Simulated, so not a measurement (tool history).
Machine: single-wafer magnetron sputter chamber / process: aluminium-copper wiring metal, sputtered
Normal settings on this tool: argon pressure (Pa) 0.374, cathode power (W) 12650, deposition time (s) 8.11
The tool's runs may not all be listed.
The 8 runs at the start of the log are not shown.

run,day,argon pressure (Pa),cathode power (W),deposition time (s),wafers since the last listed run,wafers on the sputter target,hours since the last manometer calibration,hours since the magnet pack was replaced,hours since the gauge calibration,"read-back reference wafer on the same gauge, thickness_nm",mean film thickness on the monitor wafer (nm)
9,9.617,0.374,12650,8.11,398,831,231.3,192.5,1345.9,161.286,175.931
# day 10.321: gauge calibrated
10,10.858,0.489,12650,8.11,935,1766,261.1,222.3,12.9,155.324,160.180
11,11.417,0.335,12650,8.11,420,2187,274.5,235.7,26.3,155.303,174.202
12,12.267,0.301,12650,8.11,640,2827,294.9,256.1,46.7,155.326,177.482
13,13.217,0.374,12650,8.11,715,3542,317.7,278.9,69.5,155.461,170.929
14,14.475,0.374,12650,8.88,947,4490,347.9,309.1,99.7,155.305,187.417
15,15.708,0.374,9650,8.55,928,5419,377.5,338.7,129.3,155.305,137.616
16,17.092,0.497,14600,8.11,1041,6461,410.7,371.9,162.5,155.737,184.006
17,18.588,0.285,13850,9.18,1126,7587,446.6,407.8,198.4,155.431,224.937

Run 18 is up next; what results do you expect?
# day 19.454: sputter target and shields replaced
18,19.871,0.374,12650,8.11,715,314,477.4,438.6,229.2,?,?

{"run 18": {"read-back reference wafer on the same gauge, thickness_nm": 155.411, "mean film thickness on the monitor wafer (nm)": 169.912}}
With no hidden state in the tool, this same run would have given mean film thickness on the monitor wafer (nm) 170.427.

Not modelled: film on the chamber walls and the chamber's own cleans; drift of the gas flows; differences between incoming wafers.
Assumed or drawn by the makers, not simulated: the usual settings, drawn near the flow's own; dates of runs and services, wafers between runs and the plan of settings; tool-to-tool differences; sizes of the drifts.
